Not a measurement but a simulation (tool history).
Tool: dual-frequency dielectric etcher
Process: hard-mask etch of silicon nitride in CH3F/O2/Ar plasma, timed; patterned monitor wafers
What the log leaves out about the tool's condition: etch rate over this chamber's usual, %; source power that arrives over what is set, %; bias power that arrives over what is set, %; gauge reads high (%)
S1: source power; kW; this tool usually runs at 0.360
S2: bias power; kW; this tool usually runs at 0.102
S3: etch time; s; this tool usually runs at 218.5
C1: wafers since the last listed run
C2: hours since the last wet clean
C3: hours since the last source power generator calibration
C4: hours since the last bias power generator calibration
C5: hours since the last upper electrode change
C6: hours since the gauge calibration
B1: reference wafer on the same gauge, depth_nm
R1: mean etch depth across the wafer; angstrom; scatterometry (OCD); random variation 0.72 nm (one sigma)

Run 1, hour 0.0: usual settings; C1 0; C2 498.3; C3 1750.0; C4 2335.0; C5 5253.3; C6 120.7; B1 170.1. Result: R1 1501 angstrom.
At hour 10.6: wet clean of the chamber.
Run 2, hour 26.2: usual settings; C1 70; C2 15.6; C3 1776.2; C4 2361.2; C5 5279.5; C6 146.9; B1 170.1. Result: R1 1568 angstrom.
Run 3, hour 59.7: usual settings; C1 152; C2 49.1; C3 1809.7; C4 2394.7; C5 5313.0; C6 180.4; B1 169.8. Result: R1 1560 angstrom.
Run 4, hour 123.3: usual settings; C1 289; C2 112.7; C3 1873.3; C4 2458.3; C5 5376.6; C6 244.0; B1 170.0. Result: R1 1545 angstrom.
Run 5, hour 148.3: usual settings; C1 113; C2 137.7; C3 1898.3; C4 2483.3; C5 5401.6; C6 269.0; B1 170.1. Result: R1 1534 angstrom.
Run 6, hour 212.7: usual settings; C1 292; C2 202.1; C3 1962.7; C4 2547.7; C5 5466.0; C6 333.4; B1 170.0. Result: R1 1539 angstrom.
Run 7, hour 241.9: usual settings; C1 132; C2 231.3; C3 1991.9; C4 2576.9; C5 5495.2; C6 362.6; B1 170.1. Result: R1 1539 angstrom.
Run 8, hour 266.2: usual settings; C1 110; C2 255.6; C3 2016.2; C4 2601.2; C5 5519.5; C6 386.9; B1 170.0. Result: R1 1529 angstrom.
Run 9, hour 312.5: usual settings; C1 210; C2 301.9; C3 2062.5; C4 2647.5; C5 5565.8; C6 433.2; B1 170.2. Result: R1 1522 angstrom.
Run 10, hour 393.3: usual settings; C1 367; C2 382.7; C3 2143.3; C4 2728.3; C5 5646.6; C6 514.0; B1 170.0. Result: R1 1528 angstrom.
At hour 444.1: wet clean of the chamber.
Run 11, hour 444.6: usual settings; C1 124; C2 0.5; C3 2194.6; C4 2779.6; C5 5697.9; C6 565.3; B1 170.1. Result: R1 1478 angstrom.
Run 12, hour 454.0: usual settings; C1 42; C2 9.9; C3 2204.0; C4 2789.0; C5 5707.3; C6 574.7; B1 170.0. Result: R1 1479 angstrom.
At hour 485.1: bias power generator calibrated.
Run 13, hour 498.3: usual settings; C1 183; C2 54.2; C3 2248.3; C4 13.2; C5 5751.6; C6 619.0; B1 169.7. Result: R1 1478 angstrom.
Run 14, hour 522.4: usual settings but S1 0.320 kW; C1 109; C2 78.3; C3 2272.4; C4 37.3; C5 5775.7; C6 643.1; B1 170.2. Result: R1 1383 angstrom.
At hour 596.0: upper electrode replaced.
At hour 598.1: source power generator calibrated.
At hour 609.3: wet clean of the chamber, repeated, since the last time left the tool worse.
Run 15, hour 609.8: usual settings; C1 227; C2 0.5; C3 11.7; C4 124.7; C5 13.8; C6 730.5; B1 169.9. Result: R1 1548 angstrom.
Run 16, hour 657.8: usual settings but S1 0.380 kW, S3 178.5 s; C1 218; C2 48.5; C3 59.7; C4 172.7; C5 61.8; C6 778.5; B1 170.0. Result: R1 1309 angstrom.
Run 17, hour 719.5: usual settings but S1 0.400 kW, S2 0.090 kW, S3 266.5 s; C1 280; C2 110.2; C3 121.4; C4 234.4; C5 123.5; C6 840.2; B1 170.2. Result: R1 1887 angstrom.
At hour 735.7: gauge calibrated.
Run 18, hour 762.3: usual settings but S1 0.410 kW, S3 237.0 s; C1 194; C2 153.0; C3 164.2; C4 277.2; C5 166.3; C6 26.6; B1 170.1. Result: R1 1773 angstrom.
Run 19, hour 804.7: usual settings but S3 262.0 s; C1 192; C2 195.4; C3 206.6; C4 319.6; C5 208.7; C6 69.0; B1 169.8. Result: R1 1831 angstrom.
Run 20, hour 869.6: usual settings but S1 0.380 kW, S3 178.5 s; C1 294; C2 260.3; C3 271.5; C4 384.5; C5 273.6; C6 133.9; B1 169.9. Result: R1 1270 angstrom.
Run 21, hour 900.2: usual settings but S2 0.121 kW, S3 190.0 s; C1 139; C2 290.9; C3 302.1; C4 415.1; C5 304.2; C6 164.5; B1 170.0. Result: R1 1403 angstrom.
Run 22, hour 1033.6: usual settings; C1 606; C2 424.3; C3 435.5; C4 548.5; C5 437.6; C6 297.9; B1 170.1. Result: R1 1499 angstrom.
At hour 1077.7: wet clean of the chamber.
Run 23, hour 1078.2: usual settings; C1 93; C2 0.5; C3 480.1; C4 593.1; C5 482.2; C6 342.5; B1 170.1. Result: R1 1554 angstrom.
Run 24, hour 1102.7: usual settings but S1 0.440 kW; C1 111; C2 25.0; C3 504.6; C4 617.6; C5 506.7; C6 367.0; B1 170.0. Result: R1 1740 angstrom.
Run 25, hour 1142.5: usual settings but S2 0.085 kW; C1 180; C2 64.8; C3 544.4; C4 657.4; C5 546.5; C6 406.8; B1 169.9. Result: R1 1467 angstrom.
Run 26, hour 1212.5: usual settings but S1 0.430 kW, S2 0.111 kW; C1 318; C2 134.8; C3 614.4; C4 727.4; C5 616.5; C6 476.8; B1 170.0. Result: R1 1751 angstrom.
Run 27, hour 1256.5: usual settings but S2 0.094 kW, S3 182.5 s; C1 199; C2 178.8; C3 658.4; C4 771.4; C5 660.5; C6 520.8; B1 170.1. Result: R1 1260 angstrom.

Exercise: give the hidden state of the tool at every run:
source power that arrives over what is set, %: 0 in every run
bias power that arrives over what is set, %: 0 in every run
gauge reads high (%): 0 in every run
H1: etch rate over this chamber's usual, %
run         H1
  1      -3.27
  2      0.216
  3  -0.000388
  4     -0.411
  5     -0.572
  6     -0.988
  7      -1.18
  8      -1.33
  9      -1.63
 10      -2.15
 11      -4.87
 12      -4.93
 13      -5.22
 14      -5.38
 15     -0.661
 16     -0.971
 17      -1.37
 18      -1.65
 19      -1.92
 20      -2.34
 21      -2.54
 22       -3.4
 23      0.215
 24     0.0569
 25       -0.2
 26     -0.652
 27     -0.936

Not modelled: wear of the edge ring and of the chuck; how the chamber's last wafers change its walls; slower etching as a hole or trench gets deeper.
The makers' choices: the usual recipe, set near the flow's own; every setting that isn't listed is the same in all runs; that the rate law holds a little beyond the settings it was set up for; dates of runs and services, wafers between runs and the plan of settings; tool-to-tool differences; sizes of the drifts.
